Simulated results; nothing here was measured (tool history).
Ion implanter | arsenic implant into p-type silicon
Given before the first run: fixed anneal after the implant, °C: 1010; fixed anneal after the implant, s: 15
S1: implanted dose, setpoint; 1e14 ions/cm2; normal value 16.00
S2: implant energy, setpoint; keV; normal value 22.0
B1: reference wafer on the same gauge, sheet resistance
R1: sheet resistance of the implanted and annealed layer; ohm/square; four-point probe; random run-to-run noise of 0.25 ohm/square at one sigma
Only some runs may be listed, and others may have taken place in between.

run	hour	S1	S2	B1	R1
1	0.0	16.00	22.0	83.02	100.03
# hour 17.4: Faraday cup replaced and dose calibrated
2	58.8	16.00	22.0	83.02	101.10
3	93.8	16.00	22.0	83.02	101.32
4	213.6	16.00	22.0	83.10	101.26
5	275.2	16.00	22.0	83.10	101.16
6	313.6	16.00	16.0	83.03	112.43
7	366.5	19.60	26.5	83.05	89.81
8	478.0	19.60	26.5	82.98	89.54
# hour 521.1: gauge calibrated
9	521.4	18.04	22.0	83.01	97.49
# hour 592.8: Faraday cup replaced and dose calibrated
10	593.3	16.00	20.0	83.02	104.31
11	618.7	16.00	22.0	82.96	100.52
12	686.7	18.04	22.0	82.99	98.32
13	751.3	16.00	22.0	82.99	100.88
# hour 784.7: extraction supply calibrated
14	789.4	14.10	15.0	83.00	117.52
15	845.3	17.69	26.5	83.03	91.65
16	878.5	18.07	26.0	83.06	92.17
17	922.3	17.67	22.0	82.97	98.66
18	992.5	18.75	17.0	83.07	106.24

3 options for the next run, each taken on its own from the tool as it stands now. Forecast them:
A	992.9	12.63	22.0	?	?
B	992.9	19.59	25.0	?	?
C	992.9	13.36	26.5	?	?

run	B1	R1
A	82.97	107.94
B	82.97	91.51
C	82.97	99.52
Had the tool no hidden state, the same runs would have come out as:
run	R1
A	109.25
B	92.08
C	100.73
